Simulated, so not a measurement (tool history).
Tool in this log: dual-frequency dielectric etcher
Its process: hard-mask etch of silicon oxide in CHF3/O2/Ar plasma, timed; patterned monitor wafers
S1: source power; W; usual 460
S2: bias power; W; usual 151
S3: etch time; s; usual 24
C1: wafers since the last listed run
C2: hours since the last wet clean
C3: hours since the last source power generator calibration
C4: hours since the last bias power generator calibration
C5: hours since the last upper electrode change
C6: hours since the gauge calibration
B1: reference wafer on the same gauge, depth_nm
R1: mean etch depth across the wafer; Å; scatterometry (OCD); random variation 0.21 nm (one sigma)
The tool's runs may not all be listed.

| run | hour | S1 | S2 | S3 | C1 | C2 | C3 | C4 | C5 | C6 | B1 | R1 |
|---|---|---|---|---|---|---|---|---|---|---|---|---|
| 1 | 0 | 400 | 151 | 24 | 0 | 302 | 3062.8 | 4157.3 | 3101 | 0 | 36.58 | 360.5 |
| 2 | 7.5 | 400 | 151 | 24 | 81 | 309.5 | 3070.3 | 4164.8 | 3108.5 | 7.5 | 36.56 | 361.1 |
| 3 | 24 | 460 | 151 | 24 | 180 | 326 | 3086.8 | 4181.3 | 3125 | 24 | 36.51 | 381 |
| 4 | 37.3 | 460 | 151 | 24 | 145 | 339.3 | 3100.1 | 4194.6 | 3138.3 | 37.3 | 36.55 | 385.1 |
| 5 | 51.2 | 460 | 151 | 24 | 151 | 353.2 | 3114 | 4208.5 | 3152.2 | 51.2 | 36.48 | 385.5 |
| 6 | 58.9 | 460 | 151 | 24 | 84 | 360.9 | 3121.7 | 4216.2 | 3159.9 | 58.9 | 36.49 | 383.6 |
| 7 | 75 | 460 | 177 | 19.5 | 175 | 377 | 3137.8 | 4232.3 | 3176 | 75 | 36.48 | 331.7 |
| 8 | 83.5 | 460 | 177 | 19.5 | 92 | 385.5 | 3146.3 | 4240.8 | 3184.5 | 83.5 | 36.5 | 327.1 |
| 9 | 89.5 | 460 | 151 | 24 | 65 | 391.5 | 3152.3 | 4246.8 | 3190.5 | 89.5 | 36.42 | 382.1 |
|  | 103.5 | source power generator calibrated |
|  | 114.2 | bias power generator calibrated |
|  | 121.4 | wet clean of the chamber |
| 10 | 121.9 | 460 | 162 | 27.5 | 187 | 0.5 | 18.4 | 7.7 | 3222.9 | 121.9 | 36.54 | 472.4 |
| 11 | 122.3 | 530 | 151 | 29 | 4 | 0.9 | 18.8 | 8.1 | 3223.3 | 122.3 | 36.52 | 520.2 |
|  | 127.5 | gauge calibrated |
| 12 | 130 | 460 | 151 | 24 | 84 | 8.6 | 26.5 | 15.8 | 3231 | 2.5 | 36.52 | 404 |
|  | 161.2 | upper electrode replaced |
| 13 | 161.7 | 460 | 151 | 24 | 84 | 40.3 | 58.2 | 47.5 | 0.5 | 34.2 | 36.47 | 399.2 |
| 14 | 162 | 460 | 151 | 24 | 3 | 40.6 | 58.5 | 47.8 | 0.8 | 34.5 | 36.48 | 399.9 |
| 15 | 163.5 | 460 | 118 | 26 | 16 | 42.1 | 60 | 49.3 | 2.3 | 36 | 36.5 | 401.1 |
| 16 | 178.8 | 560 | 151 | 21 | 167 | 57.4 | 75.3 | 64.6 | 17.6 | 51.3 | 36.47 | 383.2 |
| 17 | 190.4 | 460 | 166 | 24 | 126 | 69 | 86.9 | 76.2 | 29.2 | 62.9 | 36.5 | 411.8 |
| 18 | 206.9 | 530 | 151 | 21 | 180 | 85.5 | 103.4 | 92.7 | 45.7 | 79.4 | 36.53 | 373.4 |
| 19 | 219.8 | 460 | 151 | 24 | 140 | 98.4 | 116.3 | 105.6 | 58.6 | 92.3 | 36.47 | 397.5 |

Forecast each of these 4 alternatives for the next run:
| A | 220.2 | 460 | 151 | 24 | 4 | 98.8 | 116.7 | 106 | 59 | 92.7 | ? | ? |
| B | 220.2 | 380 | 118 | 28.5 | 4 | 98.8 | 116.7 | 106 | 59 | 92.7 | ? | ? |
| C | 220.2 | 380 | 151 | 24 | 4 | 98.8 | 116.7 | 106 | 59 | 92.7 | ? | ? |
| D | 220.2 | 400 | 115 | 24 | 4 | 98.8 | 116.7 | 106 | 59 | 92.7 | ? | ? |

| run | B1 | R1 |
|---|---|---|
| A | 36.53 | 397.3 |
| B | 36.53 | 396.6 |
| C | 36.53 | 363.6 |
| D | 36.53 | 339.3 |
The same runs, with their run-to-run variation unchanged, on a tool lacking any hidden condition would have given:
| run | R1 |
|---|---|
| A | 403.6 |
| B | 402.9 |
| C | 369.4 |
| D | 344.7 |

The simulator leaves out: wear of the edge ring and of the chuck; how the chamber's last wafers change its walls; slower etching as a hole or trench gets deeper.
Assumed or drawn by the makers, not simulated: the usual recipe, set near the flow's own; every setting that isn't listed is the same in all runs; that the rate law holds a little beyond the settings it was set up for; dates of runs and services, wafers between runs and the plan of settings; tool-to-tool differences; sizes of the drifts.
